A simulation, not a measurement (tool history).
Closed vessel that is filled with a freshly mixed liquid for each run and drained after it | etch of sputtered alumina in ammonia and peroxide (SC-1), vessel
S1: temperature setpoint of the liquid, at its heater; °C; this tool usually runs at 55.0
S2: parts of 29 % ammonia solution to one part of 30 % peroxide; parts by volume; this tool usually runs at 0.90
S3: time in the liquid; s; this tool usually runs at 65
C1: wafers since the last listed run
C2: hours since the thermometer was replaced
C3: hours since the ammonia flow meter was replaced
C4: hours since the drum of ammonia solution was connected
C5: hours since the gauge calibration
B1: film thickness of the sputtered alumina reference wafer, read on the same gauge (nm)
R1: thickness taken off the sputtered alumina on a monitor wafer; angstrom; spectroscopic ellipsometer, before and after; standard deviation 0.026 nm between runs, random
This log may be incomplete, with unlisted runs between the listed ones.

{"run": 1, "hour": 0.0, "S1": 47.5, "S2": 0.9, "S3": 50, "C1": 0, "C2": 1529.8, "C3": 1106.2, "C4": 1.6, "C5": 1052.5, "B1": 40.016, "R1": 26.82}
{"run": 2, "hour": 78.6, "S1": 47.5, "S2": 0.9, "S3": 50, "C1": 9036, "C2": 1608.4, "C3": 1184.8, "C4": 80.2, "C5": 1131.1, "B1": 39.996, "R1": 26.64}
{"run": 3, "hour": 178.4, "S1": 47.5, "S2": 0.9, "S3": 50, "C1": 11473, "C2": 1708.2, "C3": 1284.6, "C4": 180.0, "C5": 1230.9, "B1": 39.994, "R1": 26.76}
{"hour": 455.7, "done": "new drum of ammonia solution connected"}
{"run": 4, "hour": 460.7, "S1": 55.0, "S2": 0.9, "S3": 80, "C1": 32340, "C2": 1990.5, "C3": 1566.9, "C4": 5.0, "C5": 1513.2, "B1": 40.029, "R1": 64.08}
{"run": 5, "hour": 499.1, "S1": 55.0, "S2": 0.9, "S3": 80, "C1": 4414, "C2": 2028.9, "C3": 1605.3, "C4": 43.4, "C5": 1551.6, "B1": 39.995, "R1": 64.76}
{"run": 6, "hour": 536.1, "S1": 51.0, "S2": 0.9, "S3": 65, "C1": 4253, "C2": 2065.9, "C3": 1642.3, "C4": 80.4, "C5": 1588.6, "B1": 39.998, "R1": 42.77}
{"run": 7, "hour": 590.2, "S1": 51.0, "S2": 0.9, "S3": 65, "C1": 6219, "C2": 2120.0, "C3": 1696.4, "C4": 134.5, "C5": 1642.7, "B1": 39.986, "R1": 42.72}
{"run": 8, "hour": 693.8, "S1": 51.0, "S2": 0.9, "S3": 65, "C1": 11910, "C2": 2223.6, "C3": 1800.0, "C4": 238.1, "C5": 1746.3, "B1": 39.992, "R1": 42.81}
{"run": 9, "hour": 769.7, "S1": 60.5, "S2": 0.9, "S3": 65, "C1": 8726, "C2": 2299.5, "C3": 1875.9, "C4": 314.0, "C5": 1822.2, "B1": 39.989, "R1": 69.99}
{"hour": 845.1, "done": "gauge calibrated"}
{"run": 10, "hour": 864.9, "S1": 60.5, "S2": 0.9, "S3": 65, "C1": 10945, "C2": 2394.7, "C3": 1971.1, "C4": 409.2, "C5": 19.8, "B1": 39.975, "R1": 70.4}
{"run": 11, "hour": 928.8, "S1": 60.5, "S2": 0.9, "S3": 65, "C1": 7346, "C2": 2458.6, "C3": 2035.0, "C4": 473.1, "C5": 83.7, "B1": 39.999, "R1": 71.05}
{"run": 12, "hour": 982.4, "S1": 55.0, "S2": 0.9, "S3": 65, "C1": 6162, "C2": 2512.2, "C3": 2088.6, "C4": 526.7, "C5": 137.3, "B1": 40.034, "R1": 52.9}
{"hour": 986.9, "done": "new drum of ammonia solution connected"}
{"run": 13, "hour": 1024.5, "S1": 55.0, "S2": 0.9, "S3": 65, "C1": 4725, "C2": 2554.3, "C3": 2130.7, "C4": 37.6, "C5": 179.4, "B1": 39.986, "R1": 53.54}
{"run": 14, "hour": 1080.1, "S1": 46.0, "S2": 0.9, "S3": 100, "C1": 6392, "C2": 2609.9, "C3": 2186.3, "C4": 93.2, "C5": 235.0, "B1": 39.998, "R1": 50.04}
{"run": 15, "hour": 1153.6, "S1": 62.5, "S2": 0.5, "S3": 90, "C1": 8450, "C2": 2683.4, "C3": 2259.8, "C4": 166.7, "C5": 308.5, "B1": 40.0, "R1": 103.07}
{"run": 16, "hour": 1222.7, "S1": 55.0, "S2": 0.9, "S3": 65, "C1": 7944, "C2": 2752.5, "C3": 2328.9, "C4": 235.8, "C5": 377.6, "B1": 39.991, "R1": 53.67}
{"hour": 1224.2, "done": "ammonia flow meter replaced"}
{"hour": 1277.8, "done": "thermometer replaced"}
{"run": 17, "hour": 1287.5, "S1": 55.0, "S2": 0.9, "S3": 65, "C1": 7220, "C2": 9.7, "C3": 63.3, "C4": 300.6, "C5": 442.4, "B1": 40.014, "R1": 49.56}
{"run": 18, "hour": 1342.5, "S1": 58.0, "S2": 0.9, "S3": 50, "C1": 6323, "C2": 64.7, "C3": 118.3, "C4": 355.6, "C5": 497.4, "B1": 39.992, "R1": 45.3}
{"run": 19, "hour": 1392.1, "S1": 62.5, "S2": 1.2, "S3": 80, "C1": 5702, "C2": 114.3, "C3": 167.9, "C4": 405.2, "C5": 547.0, "B1": 40.004, "R1": 93.23}
{"hour": 1414.2, "done": "new drum of ammonia solution connected"}
{"run": 20, "hour": 1445.5, "S1": 59.5, "S2": 1.2, "S3": 50, "C1": 6024, "C2": 167.7, "C3": 221.3, "C4": 31.3, "C5": 600.4, "B1": 40.009, "R1": 50.42}
{"run": 21, "hour": 1492.2, "S1": 55.0, "S2": 1.2, "S3": 65, "C1": 5369, "C2": 214.4, "C3": 268.0, "C4": 78.0, "C5": 647.1, "B1": 40.007, "R1": 51.61}
{"run": 22, "hour": 1745.0, "S1": 46.0, "S2": 0.9, "S3": 100, "C1": 29064, "C2": 467.2, "C3": 520.8, "C4": 330.8, "C5": 899.9, "B1": 40.013, "R1": 47.14}
{"run": 23, "hour": 1786.9, "S1": 55.0, "S2": 0.7, "S3": 100, "C1": 4817, "C2": 509.1, "C3": 562.7, "C4": 372.7, "C5": 941.8, "B1": 40.015, "R1": 75.84}
{"run": 24, "hour": 1845.0, "S1": 55.0, "S2": 0.9, "S3": 65, "C1": 6679, "C2": 567.2, "C3": 620.8, "C4": 430.8, "C5": 999.9, "B1": 40.022, "R1": 50.7}
{"hour": 1890.7, "done": "new drum of ammonia solution connected"}
{"run": 25, "hour": 1911.4, "S1": 55.0, "S2": 0.9, "S3": 65, "C1": 7518, "C2": 633.6, "C3": 687.2, "C4": 20.7, "C5": 1066.3, "B1": 39.982, "R1": 50.5}
{"run": 26, "hour": 1992.6, "S1": 50.0, "S2": 0.9, "S3": 65, "C1": 9335, "C2": 714.8, "C3": 768.4, "C4": 101.9, "C5": 1147.5, "B1": 39.966, "R1": 38.78}
{"run": 27, "hour": 2073.0, "S1": 55.0, "S2": 0.9, "S3": 65, "C1": 9243, "C2": 795.2, "C3": 848.8, "C4": 182.3, "C5": 1227.9, "B1": 40.022, "R1": 51.13}
{"run": 28, "hour": 2179.1, "S1": 51.5, "S2": 0.9, "S3": 50, "C1": 12198, "C2": 901.3, "C3": 954.9, "C4": 288.4, "C5": 1334.0, "B1": 40.003, "R1": 32.59}
{"run": 29, "hour": 2266.4, "S1": 49.0, "S2": 1.2, "S3": 50, "C1": 10036, "C2": 988.6, "C3": 1042.2, "C4": 375.7, "C5": 1421.3, "B1": 40.002, "R1": 29.21}

Each row is a separate what-if for the run after 29, all from the same tool condition, not one after another. Results?
{"run": "A", "hour": 2267.1, "S1": 62.0, "S2": 0.9, "S3": 65, "C1": 80, "C2": 989.3, "C3": 1042.9, "C4": 376.4, "C5": 1422.0, "B1": "?", "R1": "?"}
{"run": "B", "hour": 2267.1, "S1": 55.0, "S2": 0.7, "S3": 65, "C1": 80, "C2": 989.3, "C3": 1042.9, "C4": 376.4, "C5": 1422.0, "B1": "?", "R1": "?"}
{"run": "C", "hour": 2267.1, "S1": 49.0, "S2": 0.55, "S3": 65, "C1": 80, "C2": 989.3, "C3": 1042.9, "C4": 376.4, "C5": 1422.0, "B1": "?", "R1": "?"}

run=A B1=40.000 R1=73.90
run=B B1=40.000 R1=50.26
run=C B1=40.000 R1=35.52
With no hidden state in the tool, these same runs would have given:
run=A R1=72.13
run=B R1=49.00
run=C R1=34.59

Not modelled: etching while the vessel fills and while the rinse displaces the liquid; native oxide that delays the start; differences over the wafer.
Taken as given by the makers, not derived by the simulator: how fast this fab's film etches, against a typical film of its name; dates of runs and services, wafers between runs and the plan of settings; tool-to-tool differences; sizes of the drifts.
